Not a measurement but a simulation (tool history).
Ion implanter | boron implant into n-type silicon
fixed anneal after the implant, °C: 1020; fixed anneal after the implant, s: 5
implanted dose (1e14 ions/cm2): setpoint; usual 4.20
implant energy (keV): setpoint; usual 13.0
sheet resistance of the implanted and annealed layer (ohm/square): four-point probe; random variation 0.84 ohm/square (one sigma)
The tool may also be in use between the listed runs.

| run | hour | implanted dose (1e14 ions/cm2) | implant energy (keV) | wafers since the last listed run | hours since the last dose calibration | hours since the extraction supply was calibrated | hours since the gauge calibration | read-back reference wafer on the same gauge, sheet resistance | sheet resistance of the implanted and annealed layer (ohm/square) |
|---|---|---|---|---|---|---|---|---|---|
| 1 | 0.0 | 4.20 | 13.0 | 0 | 1090.4 | 2010.1 | 309.8 | 278.67 | 268.35 |
| 2 | 7.9 | 4.20 | 13.0 | 221 | 1098.3 | 2018.0 | 317.7 | 279.33 | 267.40 |
| 3 | 20.2 | 4.20 | 13.0 | 344 | 1110.6 | 2030.3 | 330.0 | 279.36 | 267.62 |
| 4 | 33.0 | 4.20 | 13.0 | 358 | 1123.4 | 2043.1 | 342.8 | 279.20 | 267.39 |
| 5 | 44.3 | 5.20 | 13.0 | 316 | 1134.7 | 2054.4 | 354.1 | 278.78 | 225.19 |
| 6 | 53.6 | 5.20 | 13.0 | 260 | 1144.0 | 2063.7 | 363.4 | 278.89 | 224.01 |
| 7 | 65.5 | 5.20 | 13.0 | 333 | 1155.9 | 2075.6 | 375.3 | 278.78 | 224.37 |
| 8 | 73.2 | 4.94 | 16.0 | 215 | 1163.6 | 2083.3 | 383.0 | 279.24 | 230.85 |
| 9 | 79.7 | 4.94 | 16.0 | 181 | 1170.1 | 2089.8 | 389.5 | 279.10 | 231.00 |
| 10 | 90.9 | 4.20 | 13.0 | 313 | 1181.3 | 2101.0 | 400.7 | 279.03 | 266.96 |
| 11 | 104.3 | 4.20 | 13.0 | 375 | 1194.7 | 2114.4 | 414.1 | 279.06 | 268.73 |
| 12 | 117.0 | 4.20 | 13.0 | 355 | 1207.4 | 2127.1 | 426.8 | 279.19 | 268.14 |
|  | 126.0 | extraction supply calibrated |
| 13 | 130.1 | 4.20 | 13.0 | 142 | 1220.5 | 4.1 | 439.9 | 279.03 | 270.50 |
| 14 | 136.6 | 4.20 | 13.0 | 181 | 1227.0 | 10.6 | 446.4 | 278.87 | 269.83 |
| 15 | 144.2 | 4.20 | 13.0 | 212 | 1234.6 | 18.2 | 454.0 | 279.10 | 268.81 |
| 16 | 153.6 | 4.94 | 16.0 | 263 | 1244.0 | 27.6 | 463.4 | 279.17 | 230.78 |
| 17 | 161.2 | 5.17 | 15.0 | 212 | 1251.6 | 35.2 | 471.0 | 278.61 | 224.65 |
| 18 | 171.2 | 3.62 | 14.5 | 279 | 1261.6 | 45.2 | 481.0 | 279.35 | 298.27 |
| 19 | 178.6 | 3.76 | 11.0 | 207 | 1269.0 | 52.6 | 488.4 | 278.56 | 299.75 |
| 20 | 193.8 | 4.20 | 13.0 | 425 | 1284.2 | 67.8 | 503.6 | 279.32 | 269.80 |
| 21 | 205.4 | 4.73 | 9.5 | 324 | 1295.8 | 79.4 | 515.2 | 279.17 | 250.80 |
| 22 | 212.0 | 5.19 | 16.0 | 184 | 1302.4 | 86.0 | 521.8 | 279.36 | 221.35 |
| 23 | 228.3 | 5.27 | 10.5 | 456 | 1318.7 | 102.3 | 538.1 | 279.01 | 225.63 |
| 24 | 243.4 | 4.20 | 13.0 | 422 | 1333.8 | 117.4 | 553.2 | 278.92 | 267.73 |
| 25 | 260.8 | 4.66 | 10.0 | 487 | 1351.2 | 134.8 | 570.6 | 278.90 | 251.88 |
| 26 | 268.7 | 2.94 | 16.0 | 221 | 1359.1 | 142.7 | 578.5 | 279.09 | 351.35 |
|  | 282.6 | Faraday cup replaced and dose calibrated |
| 27 | 283.1 | 5.25 | 9.0 | 179 | 0.5 | 157.1 | 592.9 | 278.87 | 222.37 |
| 28 | 304.0 | 4.20 | 13.0 | 585 | 21.4 | 178.0 | 613.8 | 279.25 | 258.79 |
| 29 | 317.4 | 5.21 | 11.0 | 375 | 34.8 | 191.4 | 627.2 | 279.19 | 220.72 |
| 30 | 323.7 | 5.16 | 16.0 | 176 | 41.1 | 197.7 | 633.5 | 278.83 | 215.64 |
|  | 342.7 | gauge calibrated |
| 31 | 362.7 | 4.20 | 13.0 | 1091 | 80.1 | 236.7 | 20.0 | 278.80 | 260.21 |
| 32 | 380.3 | 4.91 | 16.5 | 492 | 97.7 | 254.3 | 37.6 | 279.11 | 225.13 |
| 33 | 394.4 | 4.20 | 13.0 | 394 | 111.8 | 268.4 | 51.7 | 278.91 | 260.90 |
| 34 | 403.1 | 4.69 | 11.0 | 243 | 120.5 | 277.1 | 60.4 | 278.74 | 243.21 |
| 35 | 417.4 | 4.20 | 16.5 | 400 | 134.8 | 291.4 | 74.7 | 279.10 | 256.45 |
| 36 | 455.6 | 4.20 | 13.0 | 1069 | 173.0 | 329.6 | 112.9 | 278.87 | 262.91 |

5 ways to go on from here, each from the tool as it stands after run 36. What would each give?
| A | 456.0 | 4.20 | 13.0 | 11 | 173.4 | 330.0 | 113.3 | ? | ? |
| B | 456.0 | 3.46 | 15.0 | 11 | 173.4 | 330.0 | 113.3 | ? | ? |
| C | 456.0 | 3.69 | 9.0 | 11 | 173.4 | 330.0 | 113.3 | ? | ? |
| D | 456.0 | 3.86 | 15.5 | 11 | 173.4 | 330.0 | 113.3 | ? | ? |
| E | 456.0 | 4.65 | 9.5 | 11 | 173.4 | 330.0 | 113.3 | ? | ? |

| run | read-back reference wafer on the same gauge, sheet resistance | sheet resistance of the implanted and annealed layer (ohm/square) |
|---|---|---|
| A | 278.91 | 262.93 |
| B | 278.91 | 303.78 |
| C | 278.91 | 304.32 |
| D | 278.91 | 277.15 |
| E | 278.91 | 248.07 |
Without the tool's hidden state the same runs would have given:
| run | sheet resistance of the implanted and annealed layer (ohm/square) |
|---|---|
| A | 257.28 |
| B | 297.38 |
| C | 297.47 |
| D | 271.33 |
| E | 242.60 |
